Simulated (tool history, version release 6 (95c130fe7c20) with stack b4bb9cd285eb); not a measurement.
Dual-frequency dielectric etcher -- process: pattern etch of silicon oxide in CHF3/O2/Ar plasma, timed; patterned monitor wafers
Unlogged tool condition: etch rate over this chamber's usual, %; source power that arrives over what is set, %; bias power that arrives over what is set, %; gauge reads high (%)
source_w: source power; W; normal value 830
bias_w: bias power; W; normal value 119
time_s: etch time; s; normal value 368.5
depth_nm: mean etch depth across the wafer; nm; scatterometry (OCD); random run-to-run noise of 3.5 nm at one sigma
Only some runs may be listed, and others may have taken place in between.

run,hour,source_w,bias_w,time_s,wafers since the last listed run,hours since the last wet clean,hours since the last source power generator calibration,hours since the last bias power generator calibration,hours since the last upper electrode change,hours since the gauge calibration,"read-back reference wafer on the same gauge, depth_nm",depth_nm
1,0,830,119,368.5,0,735.3,1632.7,1812.2,3096.1,3971.3,808.6,768.3
# hour 27.8: wet clean of the chamber
# hour 34.9: gauge calibrated
2,56.8,830,119,368.5,186,29,1689.5,1869,3152.9,21.9,809.1,764.4
3,132.2,830,119,368.5,428,104.4,1764.9,1944.4,3228.3,97.3,809.5,769.9
4,228.2,830,119,368.5,545,200.4,1860.9,2040.4,3324.3,193.3,809.3,766.3
# hour 286.9: bias power generator calibrated
5,300.4,970,119,368.5,387,272.6,1933.1,13.5,3396.5,265.5,809.3,799.4
6,406.5,830,119,368.5,602,378.7,2039.2,119.6,3502.6,371.6,808.4,751.1
7,446.1,990,119,436.5,225,418.3,2078.8,159.2,3542.2,411.2,809.6,951.1
# hour 532.7: upper electrode replaced
8,533.2,830,134,277.5,358,505.4,2165.9,246.3,0.5,498.3,809.4,593.1
9,593.5,710,119,368.5,342,565.7,2226.2,306.6,60.8,558.6,809.7,713.5
10,652.1,830,119,437.5,332,624.3,2284.8,365.2,119.4,617.2,809.1,906.1
# hour 755.8: wet clean of the chamber
11,921.2,830,130,314.5,1392,165.4,2553.9,634.3,388.5,886.3,809,669.8
12,976.5,630,119,328,314,220.7,2609.2,689.6,443.8,941.6,810.3,613.1
13,1070.2,770,141,440,532,314.4,2702.9,783.3,537.5,1035.3,809.4,934.7
14,1108.9,1030,119,368.5,219,353.1,2741.6,822,576.2,1074,810,816.1
15,1169.6,830,119,413.5,344,413.8,2802.3,882.7,636.9,1134.7,808,839.8
16,1259.7,830,119,368.5,511,503.9,2892.4,972.8,727,1224.8,809.1,758.5
17,1396,660,119,320.5,774,640.2,3028.7,1109.1,863.3,1361.1,808.1,606.4
18,1503.6,830,100,368.5,611,747.8,3136.3,1216.7,970.9,1468.7,810.2,719.1
# hour 1578.5: wet clean of the chamber
19,1592.9,980,119,368.5,371,14.4,3225.6,1306,1060.2,1558,808.9,808.5
# hour 1636.2: source power generator calibrated
20,1707.9,680,136,433.5,630,129.4,71.7,1421,1175.2,1673,808.8,870.7
21,1804.9,830,119,368.5,551,226.4,168.7,1518,1272.2,1770,808.5,759.3
22,1882.4,830,119,368.5,440,303.9,246.2,1595.5,1349.7,1847.5,808.8,760.3
23,1923.9,830,119,368.5,235,345.4,287.7,1637,1391.2,1889,808.7,758.8
24,2002.8,830,110,275,448,424.3,366.6,1715.9,1470.1,1967.9,808.5,554.8
25,2052.2,830,119,368.5,280,473.7,416,1765.3,1519.5,2017.3,809.1,761.3
26,2157,830,119,368.5,595,578.5,520.8,1870.1,1624.3,2122.1,809.5,766.4
# hour 2278.5: wet clean of the chamber
27,2460.3,830,119,368.5,1587,181.8,824.1,2173.4,1927.6,2425.4,807.7,767
28,2512.4,830,111,318.5,296,233.9,876.2,2225.5,1979.7,2477.5,808.8,646.7

List, for all runs, the conditions of the tool that the log does not record:
etch rate over this chamber's usual, %: 0, the same for each run
source power that arrives over what is set, %: 0, the same for each run
gauge reads high (%): 0, the same for each run
H1: bias power that arrives over what is set, %
run,H1
1,2.85
2,3.05
3,3.33
4,3.7
5,-0.532
6,-0.518
7,-0.508
8,-0.473
9,-0.441
10,-0.403
11,-0.142
12,-0.0708
13,0.0632
14,0.123
15,0.224
16,0.386
17,0.662
18,0.904
19,1.12
20,1.43
21,1.7
22,1.94
23,2.07
24,2.33
25,2.49
26,2.86
27,4.05
28,4.27
